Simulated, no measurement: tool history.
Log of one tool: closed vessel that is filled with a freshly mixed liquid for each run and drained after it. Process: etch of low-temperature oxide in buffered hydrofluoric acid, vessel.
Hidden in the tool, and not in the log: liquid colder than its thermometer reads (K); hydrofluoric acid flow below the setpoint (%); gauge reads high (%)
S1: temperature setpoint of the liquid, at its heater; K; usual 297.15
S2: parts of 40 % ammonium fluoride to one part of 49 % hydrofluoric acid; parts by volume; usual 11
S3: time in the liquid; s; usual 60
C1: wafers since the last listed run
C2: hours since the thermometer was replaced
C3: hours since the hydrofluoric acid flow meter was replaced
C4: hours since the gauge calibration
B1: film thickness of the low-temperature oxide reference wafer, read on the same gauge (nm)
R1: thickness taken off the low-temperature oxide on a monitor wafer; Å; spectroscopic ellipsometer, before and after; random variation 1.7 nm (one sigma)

Run 1, hour 0: usual settings but S3 75 s; C1 0; C2 686.5; C3 752; C4 359.5; B1 40.04. Result: R1 2941.8 Å.
Run 2, hour 14.8: usual settings; C1 1040; C2 701.3; C3 766.8; C4 374.3; B1 39.99. Result: R1 2374.9 Å.
Run 3, hour 27: usual settings; C1 857; C2 713.5; C3 779; C4 386.5; B1 40.01. Result: R1 2363.7 Å.
Run 4, hour 48.8: usual settings; C1 1533; C2 735.3; C3 800.8; C4 408.3; B1 40.03. Result: R1 2373.8 Å.
Run 5, hour 62.7: usual settings; C1 977; C2 749.2; C3 814.7; C4 422.2; B1 39.95. Result: R1 2376.4 Å.
At hour 75.5: gauge calibrated.
Run 6, hour 96.6: usual settings; C1 2384; C2 783.1; C3 848.6; C4 21.1; B1 40.03. Result: R1 2364.8 Å.
Run 7, hour 126.8: usual settings; C1 2123; C2 813.3; C3 878.8; C4 51.3; B1 40.03. Result: R1 2389.9 Å.
Run 8, hour 157: usual settings; C1 2123; C2 843.5; C3 909; C4 81.5; B1 39.96. Result: R1 2352.1 Å.
Run 9, hour 188.6: usual settings; C1 2222; C2 875.1; C3 940.6; C4 113.1; B1 40.02. Result: R1 2351.5 Å.
Run 10, hour 216.8: usual settings but S1 294.65 K, S3 85 s; C1 1983; C2 903.3; C3 968.8; C4 141.3; B1 40.02. Result: R1 2876.4 Å.
Run 11, hour 247.2: usual settings but S1 294.65 K, S3 85 s; C1 2137; C2 933.7; C3 999.2; C4 171.7; B1 40.02. Result: R1 2894.7 Å.
Run 12, hour 277.7: usual settings but S1 294.65 K, S3 85 s; C1 2144; C2 964.2; C3 1029.7; C4 202.2; B1 39.98. Result: R1 2881.6 Å.
At hour 292.4: hydrofluoric acid flow meter replaced.
Run 13, hour 318.2: usual settings but S1 300.15 K; C1 2777; C2 1004.7; C3 25.8; C4 242.7; B1 40.02. Result: R1 2748.1 Å.
Run 14, hour 351.3: usual settings but S1 300.15 K, S2 9.5 parts by volume; C1 2327; C2 1037.8; C3 58.9; C4 275.8; B1 40.01. Result: R1 3108.6 Å.
Run 15, hour 364.3: usual settings but S1 300.15 K, S2 9.5 parts by volume; C1 914; C2 1050.8; C3 71.9; C4 288.8; B1 40. Result: R1 3060.8 Å.
Run 16, hour 380.3: usual settings but S1 301.15 K, S2 13 parts by volume, S3 35 s; C1 1125; C2 1066.8; C3 87.9; C4 304.8; B1 40.04. Result: R1 1437.4 Å.
Run 17, hour 398.7: usual settings but S3 45 s; C1 1294; C2 1085.2; C3 106.3; C4 323.2; B1 40. Result: R1 1734.2 Å.
Run 18, hour 419: usual settings but S1 300.65 K, S2 12.5 parts by volume; C1 1427; C2 1105.5; C3 126.6; C4 343.5; B1 39.98. Result: R1 2457.6 Å.
Run 19, hour 447.1: usual settings but S2 13.5 parts by volume; C1 1976; C2 1133.6; C3 154.7; C4 371.6; B1 39.98. Result: R1 1894.2 Å.
Run 20, hour 474.1: usual settings but S1 299.65 K, S2 8 parts by volume, S3 40 s; C1 1898; C2 1160.6; C3 181.7; C4 398.6; B1 40.02. Result: R1 2330.4 Å.
Run 21, hour 494.1: usual settings but S1 292.65 K; C1 1406; C2 1180.6; C3 201.7; C4 418.6; B1 39.97. Result: R1 1775.7 Å.
Run 22, hour 506.3: usual settings but S1 301.65 K, S2 10 parts by volume, S3 85 s; C1 857; C2 1192.8; C3 213.9; C4 430.8; B1 40.04. Result: R1 4577.1 Å.
Run 23, hour 522.3: usual settings; C1 1125; C2 1208.8; C3 229.9; C4 446.8; B1 40.03. Result: R1 2271.2 Å.
Run 24, hour 549.2: usual settings but S1 301.15 K, S2 12 parts by volume, S3 30 s; C1 1891; C2 1235.7; C3 256.8; C4 473.7; B1 39.99. Result: R1 1309.1 Å.
At hour 553.9: thermometer replaced.
At hour 556.4: gauge calibrated.
Run 25, hour 562.7: usual settings but S3 40 s; C1 879; C2 8.8; C3 270.3; C4 6.3; B1 40.01. Result: R1 1691.4 Å.
Run 26, hour 594.3: usual settings; C1 2222; C2 40.4; C3 301.9; C4 37.9; B1 39.98. Result: R1 2533.4 Å.
Run 27, hour 624.5: usual settings but S1 301.65 K, S2 13 parts by volume; C1 2123; C2 70.6; C3 332.1; C4 68.1; B1 40. Result: R1 2743.7 Å.
Run 28, hour 651.3: usual settings; C1 1884; C2 97.4; C3 358.9; C4 94.9; B1 40.02. Result: R1 2506.1 Å.
Run 29, hour 683.6: usual settings; C1 2271; C2 129.7; C3 391.2; C4 127.2; B1 39.99. Result: R1 2526.7 Å.
Run 30, hour 718: usual settings but S2 9 parts by volume, S3 75 s; C1 2419; C2 164.1; C3 425.6; C4 161.6; B1 40. Result: R1 3641.4 Å.
Run 31, hour 742.8: usual settings; C1 1744; C2 188.9; C3 450.4; C4 186.4; B1 40.01. Result: R1 2498.2 Å.
Run 32, hour 765.4: usual settings; C1 1589; C2 211.5; C3 473; C4 209; B1 40.01. Result: R1 2502.3 Å.

The tool's hidden state at each run:
hydrofluoric acid flow below the setpoint (%): 0 in every run
gauge reads high (%): 0 in every run
H1: liquid colder than its thermometer reads (K)
run     H1
  1   1.24
  2   1.26
  3   1.28
  4   1.31
  5   1.33
  6   1.38
  7   1.42
  8   1.46
  9    1.5
 10   1.54
 11   1.59
 12   1.63
 13   1.68
 14   1.73
 15   1.75
 16   1.77
 17    1.8
 18   1.82
 19   1.86
 20    1.9
 21   1.93
 22   1.94
 23   1.97
 24      2
 25  0.148
 26  0.192
 27  0.233
 28   0.27
 29  0.315
 30  0.363
 31  0.397
 32  0.428
